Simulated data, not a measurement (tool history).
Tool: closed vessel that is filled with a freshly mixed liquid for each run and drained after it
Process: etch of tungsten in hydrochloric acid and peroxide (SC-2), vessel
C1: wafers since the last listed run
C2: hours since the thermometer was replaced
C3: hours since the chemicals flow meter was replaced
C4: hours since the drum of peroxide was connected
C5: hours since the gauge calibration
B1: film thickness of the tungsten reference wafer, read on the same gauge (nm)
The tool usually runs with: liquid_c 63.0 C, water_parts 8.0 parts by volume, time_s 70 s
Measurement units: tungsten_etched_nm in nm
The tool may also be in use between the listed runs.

Run 1, hour 0.0: usual settings but time_s 50 s; C1 0; C2 1477.9; C3 1497.8; C4 1243.9; C5 3550.0; B1 140.01. Result: tungsten_etched_nm 34.93 nm.
Run 2, hour 87.3: usual settings but time_s 50 s; C1 6066; C2 1565.2; C3 1585.1; C4 1331.2; C5 3637.3; B1 139.97. Result: tungsten_etched_nm 34.86 nm.
Run 3, hour 172.6: usual settings but liquid_c 55.5 C; C1 5927; C2 1650.5; C3 1670.4; C4 1416.5; C5 3722.6; B1 139.96. Result: tungsten_etched_nm 31.02 nm.
At hour 174.6: new drum of peroxide connected.
Run 4, hour 258.4: usual settings; C1 5892; C2 1736.3; C3 1756.2; C4 83.8; C5 3808.4; B1 139.98. Result: tungsten_etched_nm 50.39 nm.
At hour 313.8: gauge calibrated.
Run 5, hour 356.7: usual settings; C1 6830; C2 1834.6; C3 1854.5; C4 182.1; C5 42.9; B1 140.05. Result: tungsten_etched_nm 49.78 nm.
Run 6, hour 437.9: usual settings; C1 5642; C2 1915.8; C3 1935.7; C4 263.3; C5 124.1; B1 140.03. Result: tungsten_etched_nm 50.73 nm.
Run 7, hour 499.4: usual settings; C1 4273; C2 1977.3; C3 1997.2; C4 324.8; C5 185.6; B1 140.02. Result: tungsten_etched_nm 50.29 nm.
Run 8, hour 569.5: usual settings; C1 4871; C2 2047.4; C3 2067.3; C4 394.9; C5 255.7; B1 140.02. Result: tungsten_etched_nm 50.34 nm.
Run 9, hour 607.9: usual settings; C1 2668; C2 2085.8; C3 2105.7; C4 433.3; C5 294.1; B1 140.01. Result: tungsten_etched_nm 50.28 nm.
At hour 611.2: thermometer replaced.
Run 10, hour 698.3: usual settings; C1 6212; C2 87.1; C3 2196.1; C4 523.7; C5 384.5; B1 139.97. Result: tungsten_etched_nm 45.47 nm.
Run 11, hour 764.0: usual settings; C1 4565; C2 152.8; C3 2261.8; C4 589.4; C5 450.2; B1 140.07. Result: tungsten_etched_nm 45.88 nm.
Run 12, hour 863.8: usual settings but liquid_c 54.0 C, water_parts 12.0 parts by volume, time_s 45 s; C1 6934; C2 252.6; C3 2361.6; C4 689.2; C5 550.0; B1 140.02. Result: tungsten_etched_nm 11.73 nm.
Run 13, hour 935.0: usual settings but liquid_c 57.0 C, water_parts 6.0 parts by volume, time_s 35 s; C1 4947; C2 323.8; C3 2432.8; C4 760.4; C5 621.2; B1 139.98. Result: tungsten_etched_nm 19.63 nm.
Run 14, hour 1023.8: usual settings; C1 6170; C2 412.6; C3 2521.6; C4 849.2; C5 710.0; B1 139.96. Result: tungsten_etched_nm 46.23 nm.
Run 15, hour 1106.4: usual settings but liquid_c 69.0 C; C1 5739; C2 495.2; C3 2604.2; C4 931.8; C5 792.6; B1 140.01. Result: tungsten_etched_nm 67.04 nm.
Run 16, hour 1150.5: usual settings; C1 3064; C2 539.3; C3 2648.3; C4 975.9; C5 836.7; B1 140.00. Result: tungsten_etched_nm 46.59 nm.
Run 17, hour 1230.5: usual settings; C1 5558; C2 619.3; C3 2728.3; C4 1055.9; C5 916.7; B1 140.04. Result: tungsten_etched_nm 46.75 nm.
Run 18, hour 1271.0: usual settings but water_parts 10.0 parts by volume; C1 2814; C2 659.8; C3 2768.8; C4 1096.4; C5 957.2; B1 140.00. Result: tungsten_etched_nm 38.71 nm.
At hour 1339.9: chemicals flow meter replaced.
Run 19, hour 1355.4: usual settings but liquid_c 66.5 C, time_s 80 s; C1 5795; C2 744.2; C3 15.5; C4 1180.8; C5 1041.6; B1 139.97. Result: tungsten_etched_nm 66.01 nm.
Run 20, hour 1427.6: usual settings but liquid_c 59.0 C, water_parts 11.0 parts by volume; C1 5016; C2 816.4; C3 87.7; C4 1253.0; C5 1113.8; B1 140.00. Result: tungsten_etched_nm 28.46 nm.
At hour 1473.2: new drum of peroxide connected.
Run 21, hour 1514.2: usual settings but liquid_c 69.5 C; C1 5948; C2 903.0; C3 174.3; C4 41.0; C5 1200.4; B1 139.98. Result: tungsten_etched_nm 69.37 nm.
Run 22, hour 1586.3: usual settings but liquid_c 65.5 C, water_parts 6.5 parts by volume, time_s 85 s; C1 5009; C2 975.1; C3 246.4; C4 113.1; C5 1272.5; B1 139.94. Result: tungsten_etched_nm 81.14 nm.
Run 23, hour 1662.1: usual settings but liquid_c 57.0 C, water_parts 6.0 parts by volume, time_s 35 s; C1 5267; C2 1050.9; C3 322.2; C4 188.9; C5 1348.3; B1 140.02. Result: tungsten_etched_nm 20.50 nm.
Run 24, hour 1711.4: usual settings; C1 3425; C2 1100.2; C3 371.5; C4 238.2; C5 1397.6; B1 140.00. Result: tungsten_etched_nm 48.74 nm.
Run 25, hour 1753.2: usual settings but liquid_c 56.5 C, water_parts 12.0 parts by volume, time_s 90 s; C1 2904; C2 1142.0; C3 413.3; C4 280.0; C5 1439.4; B1 140.00. Result: tungsten_etched_nm 29.23 nm.
Run 26, hour 1802.3: usual settings but water_parts 10.5 parts by volume; C1 3411; C2 1191.1; C3 462.4; C4 329.1; C5 1488.5; B1 140.04. Result: tungsten_etched_nm 38.93 nm.
Run 27, hour 1865.4: usual settings but liquid_c 70.5 C, water_parts 12.0 parts by volume, time_s 90 s; C1 4384; C2 1254.2; C3 525.5; C4 392.2; C5 1551.6; B1 139.96. Result: tungsten_etched_nm 69.97 nm.
Run 28, hour 1936.1: usual settings but liquid_c 65.5 C, water_parts 9.0 parts by volume; C1 4912; C2 1324.9; C3 596.2; C4 462.9; C5 1622.3; B1 140.02. Result: tungsten_etched_nm 51.36 nm.
Run 29, hour 2028.9: usual settings but water_parts 6.0 parts by volume; C1 6448; C2 1417.7; C3 689.0; C4 555.7; C5 1715.1; B1 139.97. Result: tungsten_etched_nm 61.23 nm.
Run 30, hour 2084.5: usual settings but liquid_c 69.5 C, water_parts 10.5 parts by volume; C1 3863; C2 1473.3; C3 744.6; C4 611.3; C5 1770.7; B1 140.01. Result: tungsten_etched_nm 57.64 nm.

Here are 4 independent what-if runs from the current tool condition. What would each one return?
Run A, hour 2085.2: usual settings; C1 48; C2 1474.0; C3 745.3; C4 612.0; C5 1771.4; B1 ?. Result: tungsten_etched_nm ?.
Run B, hour 2085.2: usual settings but water_parts 11.5 parts by volume, time_s 100 s; C1 48; C2 1474.0; C3 745.3; C4 612.0; C5 1771.4; B1 ?. Result: tungsten_etched_nm ?.
Run C, hour 2085.2: usual settings but liquid_c 71.0 C, water_parts 10.0 parts by volume, time_s 45 s; C1 48; C2 1474.0; C3 745.3; C4 612.0; C5 1771.4; B1 ?. Result: tungsten_etched_nm ?.
Run D, hour 2085.2: usual settings but liquid_c 53.0 C, water_parts 10.0 parts by volume; C1 48; C2 1474.0; C3 745.3; C4 612.0; C5 1771.4; B1 ?. Result: tungsten_etched_nm ?.

run      B1  tungsten_etched_nm
  A  139.97               49.81
  B  139.97               52.71
  C  139.97               43.01
  D  139.97               22.12
Without the tool's unlogged condition, the same runs would have read:
run  tungsten_etched_nm
  A               45.43
  B               48.08
  C               39.39
  D               20.06
